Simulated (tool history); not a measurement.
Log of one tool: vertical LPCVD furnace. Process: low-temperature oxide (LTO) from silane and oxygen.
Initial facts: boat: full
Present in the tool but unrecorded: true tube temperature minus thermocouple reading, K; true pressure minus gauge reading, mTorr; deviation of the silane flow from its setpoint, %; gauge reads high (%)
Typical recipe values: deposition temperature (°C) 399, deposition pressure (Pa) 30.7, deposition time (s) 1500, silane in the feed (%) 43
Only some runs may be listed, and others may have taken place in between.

run   hour  deposition temperature (°C)  deposition pressure (Pa)  deposition time (s)  silane in the feed (%)  wafers since the last listed run  hours since the last temperature calibration  hours since the pressure gauge was zeroed  hours since the silane flow controller was replaced  hours since the gauge calibration  read-back reference wafer on the same gauge, thickness  film thickness on the monitor wafer in the middle of the boat (angstrom)
  1      0                          399                      30.7                 1500                      43                                 0                                        3762.7                                     2758.7                                               4872.4                              517.3                                                  219.97                                                                    2335.6
  2   13.7                          399                      30.7                 1500                      43                               222                                        3776.4                                     2772.4                                               4886.1                                531                                                  219.93                                                                    2337.7
      41.7  -- silane flow controller replaced
      61.7  -- pressure gauge zeroed
  3   62.2                          399                      24.7                 1500                      43                                72                                        3824.9                                        0.5                                                 20.5                              579.5                                                  219.99                                                                    1996.5
  4     66                          399                      26.7                 1800                      43                                61                                        3828.7                                        4.3                                                 24.3                              583.3                                                   220.1                                                                    2584.5
  5   69.7                          399                      30.7                 1500                      43                                60                                        3832.4                                          8                                                   28                                587                                                   219.9                                                                    2475.8
  6   73.4                          399                      30.7                 1500                      43                                60                                        3836.1                                       11.7                                                 31.7                              590.7                                                  220.01                                                                    2486.7
  7   77.1                          399                      30.7                 1500                      43                                60                                        3839.8                                       15.4                                                 35.4                              594.4                                                  219.99                                                                    2476.2
  8   93.7                          399                      30.7                 1500                      43                               270                                        3856.4                                         32                                                   52                                611                                                  219.98                                                                    2472.1
  9  107.1                          399                      30.7                 1020                      47                               218                                        3869.8                                       45.4                                                 65.4                              624.4                                                  219.98                                                                    1845.6
 10  117.2                          399                      24.7                 1500                      47                               164                                        3879.9                                       55.5                                                 75.5                              634.5                                                  219.89                                                                    2178.3
       122  -- gauge calibrated
 11    126                          399                      30.7                 1500                      43                               143                                        3888.7                                       64.3                                                 84.3                                  4                                                  219.91                                                                    2480.2
 12  137.7                          399                      34.7                 1350                      46                               190                                        3900.4                                         76                                                   96                               15.7                                                  219.98                                                                    2696.9
 13  145.7                          399                      30.7                 1500                      43                               130                                        3908.4                                         84                                                  104                               23.7                                                  219.89                                                                    2473.2
 14  162.6                          394                        26                 1350                      49                               275                                        3925.3                                      100.9                                                120.9                               40.6                                                  219.87                                                                    2042.2
     192.2  -- thermocouples replaced and temperature profile calibrated
 15  192.7                          399                        24                 1500                      40                                99                                           0.5                                        131                                                  151                               70.7                                                  219.99                                                                    1721.8
 16  196.4                          399                      30.7                 1500                      43                                60                                           4.2                                      134.7                                                154.7                               74.4                                                  220.06                                                                    2391.3
 17  200.1                          399                      30.7                 1500                      43                                60                                           7.9                                      138.4                                                158.4                               78.1                                                  219.95                                                                    2388.2
 18  203.8                          388                      30.7                 1500                      49                                60                                          11.6                                      142.1                                                162.1                               81.8                                                  220.07                                                                    2420.4
 19  219.5                          399                        28                 1500                      43                               255                                          27.3                                      157.8                                                177.8                               97.5                                                  220.11                                                                    2180.3
 20  228.6                          406                      36.7                 1860                      48                               148                                          36.4                                      166.9                                                186.9                              106.6                                                  219.98                                                                    4255.5
 21  236.7                          390                        38                 1200                      38                               131                                          44.5                                        175                                                  195                              114.7                                                  220.07                                                                      1850
 22  248.3                          399                      34.7                 1500                      43                               188                                          56.1                                      186.6                                                206.6                              126.3                                                  220.05                                                                    2703.1
 23  258.8                          399                      34.7                 1350                      46                               170                                          66.6                                      197.1                                                217.1                              136.8                                                  220.05                                                                    2609.3
 24  276.2                          399                      30.7                 1500                      43                               283                                            84                                      214.5                                                234.5                              154.2                                                  219.98                                                                    2392.3
 25  293.4                          399                      30.7                 1500                      50                               279                                         101.2                                      231.7                                                251.7                              171.4                                                  220.03                                                                      2775
 26  305.1                          410                      30.7                 1500                      40                               190                                         112.9                                      243.4                                                263.4                              183.1                                                  219.97                                                                    2481.8
 27  319.4                          399                      30.7                 1500                      46                               232                                         127.2                                      257.7                                                277.7                              197.4                                                  219.85                                                                    2570.4
 28  330.9                          399                      33.3                 1500                      40                               187                                         138.7                                      269.2                                                289.2                              208.9                                                  220.07                                                                    2395.4
 29  345.2                          409                        34                 1740                      43                               232                                           153                                      283.5                                                303.5                              223.2                                                  220.03                                                                    3428.7
 30  362.5                          407                      30.7                 1500                      43                               281                                         170.3                                      300.8                                                320.8                              240.5                                                     220                                                                    2603.1
 31  374.1                          387                        36                 1170                      36                               188                                         181.9                                      312.4                                                332.4                              252.1                                                  219.99                                                                    1543.8
 32  384.9                          391                      25.3                 1500                      39                               175                                         192.7                                      323.2                                                343.2                              262.9                                                  220.13                                                                    1612.9

Branching from run 32: 3 alternative next runs. What would each branch give?
  A  388.7                          399                      30.7                  990                      43                                61                                         196.5                                        327                                                  347                              266.7                                                       ?                                                                         ?
  B  388.7                          399                      35.3                 1500                      47                                61                                         196.5                                        327                                                  347                              266.7                                                       ?                                                                         ?
  C  388.7                          399                      30.7                 1200                      50                                61                                         196.5                                        327                                                  347                              266.7                                                       ?                                                                         ?

run  read-back reference wafer on the same gauge, thickness  film thickness on the monitor wafer in the middle of the boat (angstrom)
  A                                                  219.98                                                                    1582.2
  B                                                  219.98                                                                    3026.3
  C                                                  219.98                                                                    2218.5
Take away the tool's hidden state, keep each run's random variation, and the runs would have read:
run  film thickness on the monitor wafer in the middle of the boat (angstrom)
  A                                                                    1563.4
  B                                                                    2990.2
  C                                                                      2194
